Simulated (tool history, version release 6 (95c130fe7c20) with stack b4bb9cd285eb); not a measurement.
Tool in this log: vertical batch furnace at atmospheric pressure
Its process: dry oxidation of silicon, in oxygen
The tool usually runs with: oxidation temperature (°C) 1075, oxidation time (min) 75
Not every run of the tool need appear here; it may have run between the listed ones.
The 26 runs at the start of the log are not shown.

run     day  oxidation temperature (°C)  oxidation time (min)  wafers since the last listed run  hours since the last temperature calibration  hours since the boat lift was adjusted  hours since the gauge calibration  read-back reference wafer on the same gauge, thickness  oxide thickness on the monitor wafer (nm)
 27  24.246                        1082                    44                               248                                         311.2                                   341.6                              417.9                                                  165.18                                     110.89
 28  25.333                        1052                   105                               297                                         337.3                                   367.7                                444                                                  165.14                                     149.67
 29  26.167                        1100                    75                               227                                         357.3                                   387.7                                464                                                  164.88                                     159.65
 30  26.729                        1075                    75                               153                                         370.8                                   401.2                              477.5                                                  164.84                                     140.42
 31  28.196                        1063                  52.5                               400                                           406                                   436.4                              512.7                                                  164.84                                     110.29
 32  29.021                        1059                    60                               225                                         425.8                                   456.2                              532.5                                                  164.75                                     116.03
 33  29.588                        1089                   102                               154                                         439.4                                   469.8                              546.1                                                  164.94                                     178.22
 34  30.367                        1096                 106.5                               212                                         458.1                                   488.5                              564.8                                                  165.14                                     189.28
 35  31.062                        1075                    75                               190                                         474.8                                   505.2                              581.5                                                  165.04                                     140.73
 36  32.088                        1093                    42                               280                                         499.4                                   529.8                              606.1                                                  165.05                                     115.17
 37  33.325                        1075                    75                               338                                         529.1                                   559.5                              635.8                                                  164.98                                      140.4
 38  34.342                        1051                    40                               277                                         553.5                                   583.9                              660.2                                                  165.06                                      91.66

Branching from run 38: 5 alternative next runs. What would each branch give?
  A  34.521                        1075                    75                                48                                         557.8                                   588.2                              664.5                                                       ?                                          ?
  B  34.521                        1082                 102.5                                48                                         557.8                                   588.2                              664.5                                                       ?                                          ?
  C  34.521                        1091                    75                                48                                         557.8                                   588.2                              664.5                                                       ?                                          ?
  D  34.521                        1062                    62                                48                                         557.8                                   588.2                              664.5                                                       ?                                          ?
  E  34.521                        1085                    85                                48                                         557.8                                   588.2                              664.5                                                       ?                                          ?

run  read-back reference wafer on the same gauge, thickness  oxide thickness on the monitor wafer (nm)
  A                                                  164.99                                     140.16
  B                                                  164.99                                     171.74
  C                                                  164.99                                     152.83
  D                                                  164.99                                     119.14
  E                                                  164.99                                     157.99
Had the tool no hidden state, the same runs would have come out as:
run  oxide thickness on the monitor wafer (nm)
  A                                     140.16
  B                                     171.74
  C                                     152.83
  D                                     119.14
  E                                     157.99
